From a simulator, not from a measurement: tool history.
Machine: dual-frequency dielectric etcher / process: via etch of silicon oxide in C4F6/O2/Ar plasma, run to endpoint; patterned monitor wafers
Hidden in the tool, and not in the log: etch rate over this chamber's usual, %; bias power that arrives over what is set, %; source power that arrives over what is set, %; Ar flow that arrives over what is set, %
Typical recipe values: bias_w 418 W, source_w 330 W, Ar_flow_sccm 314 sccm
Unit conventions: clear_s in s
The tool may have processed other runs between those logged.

run,hour,bias_w,source_w,Ar_flow_sccm,wafers since the last listed run,hours since the last wet clean,hours since the last bias power generator calibration,hours since the last source power generator calibration,hours since the last Ar flow controller change,hours since the last upper electrode change,"incoming incoming film thickness, nm",clear_s
1,0,418,330,314,0,111.5,4449.1,3915.6,2032.5,4707.6,119.6,31
2,25.1,418,330,314,404,136.6,4474.2,3940.7,2057.6,4732.7,121.5,31.4
3,56.8,418,360,314,510,168.3,4505.9,3972.4,2089.3,4764.4,120.2,29.8
4,88.2,418,360,314,505,199.7,4537.3,4003.8,2120.7,4795.8,121.4,30.2
# hour 123.9: upper electrode replaced
5,124.4,418,360,314,196,235.9,4573.5,4040,2156.9,0.5,120.6,30.1
6,137.3,418,370,314,207,248.8,4586.4,4052.9,2169.8,13.4,120.3,29.6
7,162.3,418,370,314,402,273.8,4611.4,4077.9,2194.8,38.4,121.8,30.1
8,182.6,418,330,314,327,294.1,4631.7,4098.2,2215.1,58.7,121.4,31.4
# hour 201.6: Ar flow controller replaced
9,209.4,366,330,344,335,320.9,4658.5,4125,7.8,85.5,118.9,33.3
10,242.3,418,250,334,530,353.8,4691.4,4157.9,40.7,118.4,121.5,36
# hour 292.6: bias power generator calibrated
# hour 294.3: source power generator calibrated
# hour 295.5: wet clean of the chamber
11,296,504,370,349,752,0.5,3.4,1.7,94.4,172.1,120.1,27.6
12,296.7,374,330,391,11,1.2,4.1,2.4,95.1,172.8,119.7,33.6
13,323.6,386,360,366,433,28.1,31,29.3,122,199.7,120.5,31.5
14,356.4,418,330,314,528,60.9,63.8,62.1,154.8,232.5,121.1,31.4
15,375.8,450,250,314,312,80.3,83.2,81.5,174.2,251.9,120.7,33.9

What differs in the tool's unlogged condition from the final listed run ahead of each entry between runs to the first listed run following it?
Between runs 4 and 5: upper electrode replaced (hour 123.9)
  both runs share identical hidden conditions
Between runs 8 and 9: Ar flow controller replaced (hour 201.6)
  both runs share identical hidden conditions
Between runs 10 and 11: bias power generator calibrated (hour 292.6); source power generator calibrated (hour 294.3); wet clean of the chamber (hour 295.5)
  both runs share identical hidden conditions
